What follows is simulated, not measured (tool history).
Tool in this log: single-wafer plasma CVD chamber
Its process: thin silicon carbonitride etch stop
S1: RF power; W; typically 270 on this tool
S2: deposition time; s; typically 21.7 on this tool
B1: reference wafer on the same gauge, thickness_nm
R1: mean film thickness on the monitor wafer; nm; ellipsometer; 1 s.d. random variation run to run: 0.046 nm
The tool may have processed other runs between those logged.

run	hour	S1	S2	B1	R1
1	0.0	270	21.7	14.803	13.410
2	47.4	270	18.7	14.799	11.586
3	154.8	270	18.7	14.788	11.539
4	201.4	270	19.5	14.798	12.031
5	274.9	270	19.5	14.810	12.047
6	352.7	250	21.7	14.819	12.996
7	389.7	250	21.7	14.806	13.039
8	452.3	270	21.7	14.825	13.485
9	507.8	270	23.7	14.784	14.586
10	613.9	270	23.7	14.811	14.657
# hour 670.9: gauge calibrated
11	678.5	270	21.7	14.804	13.379
12	752.9	270	21.7	14.800	13.315
13	813.9	270	21.7	14.789	13.335
14	905.7	270	21.7	14.807	13.433
# hour 920.4: RF generator calibrated
15	953.4	270	18.7	14.785	11.942
16	1059.7	270	21.7	14.781	13.855
17	1159.0	290	19.8	14.796	12.834
18	1219.9	270	23.7	14.793	15.015
# hour 1245.8: showerhead replaced
19	1302.0	235	23.2	14.781	13.892
# hour 1353.7: thermocouple changed; heater temperature recalibrated
20	1378.2	270	21.7	14.812	13.718
21	1428.8	240	18.0	14.804	10.839
22	1471.9	270	22.8	14.820	14.349
23	1517.9	230	25.7	14.795	15.257
24	1561.6	270	21.7	14.781	13.587
25	1609.6	250	21.7	14.793	13.190
26	1677.3	215	21.7	14.817	12.436
27	1757.2	270	19.9	14.824	12.512
28	1813.1	230	20.0	14.785	11.733
29	1863.9	320	17.8	14.781	11.769

Consider 3 possible next runs. They are alternatives, not a sequence: every one starts from the tool as it was left by run 29. What does each give?
A	1864.3	270	20.2	?	?
B	1864.3	305	23.7	?	?
C	1864.3	255	21.7	?	?

run	B1	R1
A	14.801	12.597
B	14.801	15.452
C	14.801	13.248
What these runs would have given with no unlogged condition in the tool:
run	R1
A	12.912
B	15.838
C	13.578

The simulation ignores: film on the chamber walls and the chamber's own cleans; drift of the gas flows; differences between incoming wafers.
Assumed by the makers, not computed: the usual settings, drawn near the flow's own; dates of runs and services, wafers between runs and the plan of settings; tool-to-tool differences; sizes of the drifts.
